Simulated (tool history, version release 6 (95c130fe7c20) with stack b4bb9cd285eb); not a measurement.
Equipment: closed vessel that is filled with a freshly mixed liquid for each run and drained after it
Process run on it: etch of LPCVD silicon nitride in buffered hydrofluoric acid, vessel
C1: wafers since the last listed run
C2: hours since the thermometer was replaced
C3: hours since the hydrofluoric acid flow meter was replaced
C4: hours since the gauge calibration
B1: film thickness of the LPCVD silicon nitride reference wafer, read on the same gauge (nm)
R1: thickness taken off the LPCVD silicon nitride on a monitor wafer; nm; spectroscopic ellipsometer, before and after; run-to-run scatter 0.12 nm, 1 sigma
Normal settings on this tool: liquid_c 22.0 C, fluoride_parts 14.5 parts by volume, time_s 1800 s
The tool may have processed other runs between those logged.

{"run": 1, "hour": 0.0, "liquid_c": 22.0, "fluoride_parts": 14.5, "time_s": 1800, "C1": 0, "C2": 865.6, "C3": 46.2, "C4": 367.1, "B1": 116.14, "R1": 16.03}
{"run": 2, "hour": 31.3, "liquid_c": 22.0, "fluoride_parts": 14.5, "time_s": 1800, "C1": 1675, "C2": 896.9, "C3": 77.5, "C4": 398.4, "B1": 115.95, "R1": 15.86}
{"run": 3, "hour": 57.2, "liquid_c": 22.0, "fluoride_parts": 14.5, "time_s": 1800, "C1": 1386, "C2": 922.8, "C3": 103.4, "C4": 424.3, "B1": 115.86, "R1": 15.86}
{"run": 4, "hour": 230.8, "liquid_c": 22.0, "fluoride_parts": 14.5, "time_s": 1800, "C1": 9293, "C2": 1096.4, "C3": 277.0, "C4": 597.9, "B1": 115.22, "R1": 15.71}
{"run": 5, "hour": 276.1, "liquid_c": 22.0, "fluoride_parts": 14.5, "time_s": 1800, "C1": 2425, "C2": 1141.7, "C3": 322.3, "C4": 643.2, "B1": 115.11, "R1": 15.72}
{"run": 6, "hour": 310.4, "liquid_c": 22.0, "fluoride_parts": 14.5, "time_s": 1800, "C1": 1836, "C2": 1176.0, "C3": 356.6, "C4": 677.5, "B1": 115.0, "R1": 15.92}
{"run": 7, "hour": 345.4, "liquid_c": 22.0, "fluoride_parts": 14.5, "time_s": 1800, "C1": 1873, "C2": 1211.0, "C3": 391.6, "C4": 712.5, "B1": 114.93, "R1": 15.68}
{"run": 8, "hour": 410.9, "liquid_c": 22.0, "fluoride_parts": 14.5, "time_s": 1800, "C1": 3506, "C2": 1276.5, "C3": 457.1, "C4": 778.0, "B1": 114.81, "R1": 15.76}
{"run": 9, "hour": 497.5, "liquid_c": 22.0, "fluoride_parts": 14.5, "time_s": 970, "C1": 4635, "C2": 1363.1, "C3": 543.7, "C4": 864.6, "B1": 114.71, "R1": 8.4}
{"hour": 533.3, "done": "hydrofluoric acid flow meter replaced"}
{"run": 10, "hour": 566.9, "liquid_c": 22.0, "fluoride_parts": 14.5, "time_s": 970, "C1": 3661, "C2": 1432.5, "C3": 33.6, "C4": 934.0, "B1": 114.61, "R1": 8.51}
{"run": 11, "hour": 636.1, "liquid_c": 22.0, "fluoride_parts": 14.5, "time_s": 970, "C1": 3704, "C2": 1501.7, "C3": 102.8, "C4": 1003.2, "B1": 114.53, "R1": 8.34}
{"run": 12, "hour": 705.4, "liquid_c": 22.0, "fluoride_parts": 14.5, "time_s": 1800, "C1": 3709, "C2": 1571.0, "C3": 172.1, "C4": 1072.5, "B1": 114.46, "R1": 15.69}
{"run": 13, "hour": 774.2, "liquid_c": 22.0, "fluoride_parts": 14.5, "time_s": 1800, "C1": 3683, "C2": 1639.8, "C3": 240.9, "C4": 1141.3, "B1": 114.43, "R1": 15.77}
{"run": 14, "hour": 842.8, "liquid_c": 22.0, "fluoride_parts": 14.5, "time_s": 1800, "C1": 3672, "C2": 1708.4, "C3": 309.5, "C4": 1209.9, "B1": 114.38, "R1": 15.73}
{"hour": 845.8, "done": "thermometer replaced"}
{"hour": 871.5, "done": "gauge calibrated"}
{"run": 15, "hour": 899.9, "liquid_c": 22.0, "fluoride_parts": 14.5, "time_s": 2650, "C1": 3003, "C2": 54.1, "C3": 366.6, "C4": 28.4, "B1": 119.77, "R1": 24.48}
{"run": 16, "hour": 965.9, "liquid_c": 22.0, "fluoride_parts": 14.5, "time_s": 970, "C1": 3533, "C2": 120.1, "C3": 432.6, "C4": 94.4, "B1": 118.92, "R1": 8.73}
{"run": 17, "hour": 1014.9, "liquid_c": 17.0, "fluoride_parts": 12.5, "time_s": 860, "C1": 2623, "C2": 169.1, "C3": 481.6, "C4": 143.4, "B1": 118.37, "R1": 6.82}
{"run": 18, "hour": 1069.7, "liquid_c": 26.0, "fluoride_parts": 14.5, "time_s": 970, "C1": 2933, "C2": 223.9, "C3": 536.4, "C4": 198.2, "B1": 117.86, "R1": 10.87}
{"run": 19, "hour": 1130.6, "liquid_c": 20.0, "fluoride_parts": 14.5, "time_s": 1420, "C1": 3260, "C2": 284.8, "C3": 597.3, "C4": 259.1, "B1": 117.35, "R1": 11.15}
{"hour": 1135.5, "done": "hydrofluoric acid flow meter replaced"}
{"run": 20, "hour": 1156.5, "liquid_c": 22.0, "fluoride_parts": 14.5, "time_s": 2085, "C1": 1332, "C2": 310.7, "C3": 21.0, "C4": 285.0, "B1": 117.19, "R1": 18.49}
{"run": 21, "hour": 1221.9, "liquid_c": 26.0, "fluoride_parts": 12.5, "time_s": 1800, "C1": 3501, "C2": 376.1, "C3": 86.4, "C4": 350.4, "B1": 116.77, "R1": 23.27}
{"run": 22, "hour": 1247.3, "liquid_c": 22.0, "fluoride_parts": 11.5, "time_s": 875, "C1": 1359, "C2": 401.5, "C3": 111.8, "C4": 375.8, "B1": 116.62, "R1": 9.72}
{"run": 23, "hour": 1273.0, "liquid_c": 22.0, "fluoride_parts": 14.5, "time_s": 1800, "C1": 1375, "C2": 427.2, "C3": 137.5, "C4": 401.5, "B1": 116.48, "R1": 15.84}
{"run": 24, "hour": 1309.9, "liquid_c": 26.0, "fluoride_parts": 14.5, "time_s": 2430, "C1": 1975, "C2": 464.1, "C3": 174.4, "C4": 438.4, "B1": 116.3, "R1": 26.61}
{"run": 25, "hour": 1377.1, "liquid_c": 25.5, "fluoride_parts": 14.5, "time_s": 895, "C1": 3597, "C2": 531.3, "C3": 241.6, "C4": 505.6, "B1": 116.05, "R1": 9.54}
{"run": 26, "hour": 1405.5, "liquid_c": 22.0, "fluoride_parts": 14.5, "time_s": 945, "C1": 1520, "C2": 559.7, "C3": 270.0, "C4": 534.0, "B1": 115.95, "R1": 8.39}
{"run": 27, "hour": 1447.0, "liquid_c": 22.0, "fluoride_parts": 11.5, "time_s": 1800, "C1": 2221, "C2": 601.2, "C3": 311.5, "C4": 575.5, "B1": 115.77, "R1": 19.92}
{"run": 28, "hour": 1506.2, "liquid_c": 18.5, "fluoride_parts": 18.5, "time_s": 2435, "C1": 3169, "C2": 660.4, "C3": 370.7, "C4": 634.7, "B1": 115.66, "R1": 13.87}
{"run": 29, "hour": 1571.2, "liquid_c": 22.0, "fluoride_parts": 14.5, "time_s": 1800, "C1": 3479, "C2": 725.4, "C3": 435.7, "C4": 699.7, "B1": 115.48, "R1": 15.72}
{"run": 30, "hour": 1630.9, "liquid_c": 18.5, "fluoride_parts": 14.5, "time_s": 2610, "C1": 3195, "C2": 785.1, "C3": 495.4, "C4": 759.4, "B1": 115.38, "R1": 19.0}
{"hour": 1634.2, "done": "hydrofluoric acid flow meter replaced"}
{"run": 31, "hour": 1663.7, "liquid_c": 22.0, "fluoride_parts": 17.5, "time_s": 1800, "C1": 1702, "C2": 817.9, "C3": 29.5, "C4": 792.2, "B1": 115.28, "R1": 13.04}

5 ways to go on from here, each from the tool as it stands after run 31. What would each give?
{"run": "A", "hour": 1664.9, "liquid_c": 22.0, "fluoride_parts": 14.5, "time_s": 1800, "C1": 64, "C2": 819.1, "C3": 30.7, "C4": 793.4, "B1": "?", "R1": "?"}
{"run": "B", "hour": 1664.9, "liquid_c": 24.5, "fluoride_parts": 14.5, "time_s": 2640, "C1": 64, "C2": 819.1, "C3": 30.7, "C4": 793.4, "B1": "?", "R1": "?"}
{"run": "C", "hour": 1664.9, "liquid_c": 18.5, "fluoride_parts": 20.5, "time_s": 1800, "C1": 64, "C2": 819.1, "C3": 30.7, "C4": 793.4, "B1": "?", "R1": "?"}
{"run": "D", "hour": 1664.9, "liquid_c": 22.0, "fluoride_parts": 14.5, "time_s": 740, "C1": 64, "C2": 819.1, "C3": 30.7, "C4": 793.4, "B1": "?", "R1": "?"}
{"run": "E", "hour": 1664.9, "liquid_c": 19.0, "fluoride_parts": 9.5, "time_s": 1405, "C1": 64, "C2": 819.1, "C3": 30.7, "C4": 793.4, "B1": "?", "R1": "?"}

run=A B1=115.30 R1=15.72
run=B B1=115.30 R1=26.45
run=C B1=115.30 R1=9.25
run=D B1=115.30 R1=6.46
run=E B1=115.30 R1=15.42
With the hidden condition removed and each run's random variation left untouched, the same runs would have given:
run=A R1=16.36
run=B R1=27.52
run=C R1=9.63
run=D R1=6.73
run=E R1=16.04
